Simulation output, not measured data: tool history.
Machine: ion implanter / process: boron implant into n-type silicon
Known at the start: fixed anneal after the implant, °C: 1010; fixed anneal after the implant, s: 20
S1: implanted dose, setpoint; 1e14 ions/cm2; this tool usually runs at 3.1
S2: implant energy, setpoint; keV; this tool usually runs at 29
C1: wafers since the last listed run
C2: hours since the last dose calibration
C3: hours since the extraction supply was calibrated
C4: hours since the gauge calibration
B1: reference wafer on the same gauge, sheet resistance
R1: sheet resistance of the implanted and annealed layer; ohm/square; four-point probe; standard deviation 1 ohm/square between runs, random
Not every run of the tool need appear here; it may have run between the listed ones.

run   hour    S1    S2    C1      C2      C3     C4      B1      R1
  1      0   3.1    29     0  1239.2  1570.9  101.9  371.77  333.47
  2   32.8   3.1    29   951    1272  1603.7  134.7  372.74  334.73
  3   75.1   3.1    29  1226  1314.3    1646    177  372.18  334.72
  4  101.7  3.44    29   771  1340.9  1672.6  203.6  372.02  307.91
  5  126.8  3.44    29   727    1366  1697.7  228.7  372.28  306.09
  6  169.9  3.44    29  1250  1409.1  1740.8  271.8  372.37  307.75
  7  220.3  2.82  26.5  1461  1459.5  1791.2  322.2  371.41  363.01
     232.5  -- extraction supply calibrated
  8  278.9  2.82  26.5  1467  1518.1    46.4  380.8  371.82  363.34

Run 9 is up next; what results do you expect?
     323.5  -- Faraday cup replaced and dose calibrated
  9   324  2.81  29  1076  0.5  91.5  425.9   ?   ?

B1: 371.94
R1: 360.66 ohm/square
With the hidden condition absent and the run-to-run variation left alone, this run would have shown R1 360.66 ohm/square.
